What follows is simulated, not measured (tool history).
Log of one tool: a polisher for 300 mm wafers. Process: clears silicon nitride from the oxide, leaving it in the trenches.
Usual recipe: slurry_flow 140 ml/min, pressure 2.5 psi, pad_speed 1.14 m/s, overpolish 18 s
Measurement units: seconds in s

run     day  slurry_flow  pressure  pad_speed  overpolish  wafers since the last listed run  wafers polished on this pad  hours since the slurry nozzle was cleaned  hours since the head pressure was calibrated  incoming thickness of the incoming film, nm  seconds
  1   0.000          140       1.9       1.14          18                                 0                          648                                      712.8                                         722.4                                        123.7    156.4
  2   0.571          140       1.9       1.14          18                               101                          750                                      726.5                                         736.1                                        123.7    154.1
      0.829  -- worn pad replaced by a new one
  3   0.850          140       2.5       1.14          18                                20                            3                                      733.2                                         742.8                                        125.6    117.5
  4   3.033          140       2.2       1.14          18                               388                          392                                      785.6                                         795.2                                        124.9    134.6
  5   3.592          140       2.2       1.14          18                                99                          491                                      799.0                                         808.6                                        122.3    128.1
  6   4.146          125       2.5       1.14          18                                98                          590                                      812.3                                         821.9                                        123.4    115.7
      5.079  -- slurry nozzle cleaned
      5.629  -- worn pad replaced by a new one
  7   6.358          125       2.5       1.14          18                               356                          130                                       30.7                                         875.0                                        125.7    118.7
  8   6.912          125       2.5       1.14          18                                98                          228                                       44.0                                         888.3                                        122.9    113.8
  9   7.417          140       2.5       1.14          18                                89                          318                                       56.1                                         900.4                                        125.5    115.6
 10   8.092          140       2.5       1.14          18                               120                          438                                       72.3                                         916.6                                        124.7    114.1
 11   8.388          140       2.5       1.14          18                                52                          491                                       79.4                                         923.7                                        126.5    114.7
 12   8.921           90       3.4       1.36          21                                94                          586                                       92.2                                         936.5                                        123.0     74.5
 13   9.438          140       2.5       1.14          18                                92                          678                                      104.6                                         948.9                                        125.8    116.8
 14   9.988          115       2.5       0.96          18                                97                          776                                      117.8                                         962.1                                        126.5    132.0
     10.467  -- worn pad replaced by a new one, of another model than before
 15  10.583          185       2.5       1.54          26                                76                           20                                      132.1                                         976.4                                        122.9     91.7
 16  11.217          140       1.8       1.14          18                               112                          133                                      147.3                                         991.6                                        124.2    139.7
     11.433  -- head pressure recalibrated
 17  11.725          140       2.5       1.14          18                                75                          209                                      159.5                                           7.0                                        124.7    127.1
 18  11.979          105       2.5       1.14          18                                45                          254                                      165.6                                          13.1                                        126.5    130.2
 19  12.725          105       2.8       0.80          28                               132                          387                                      183.5                                          31.0                                        124.1    148.6
 20  13.196          140       2.5       1.14          18                                83                          471                                      194.8                                          42.3                                        125.9    127.1
 21  13.733          160       1.8       0.90          25                                95                          566                                      207.7                                          55.2                                        122.3    173.9
 22  14.192          165       2.8       1.50           9                                81                          648                                      218.7                                          66.2                                        125.6     99.4
     14.883  -- worn pad replaced by a new one
 23  14.904          175       2.5       1.14          18                                97                            3                                      235.8                                          83.3                                        124.8    125.1

4 ways to go on from here, each from the tool as it stands after run 23. What would each give?
  A  14.925          140       2.5       1.14           7                                 3                            7                                      236.3                                          83.8                                        127.4        ?
  B  14.925          110       3.2       1.38          26                                 3                            7                                      236.3                                          83.8                                        127.4        ?
  C  14.925           95       3.0       0.76          18                                 3                            7                                      236.3                                          83.8                                        127.4        ?
  D  14.925          140       2.5       1.14          27                                 3                            7                                      236.3                                          83.8                                        127.4        ?

run  seconds
  A    129.0
  B     98.5
  C    149.2
  D    129.0
Without the tool's unlogged condition, the same runs would have read:
run  seconds
  A    129.3
  B     98.8
  C    149.6
  D    129.3
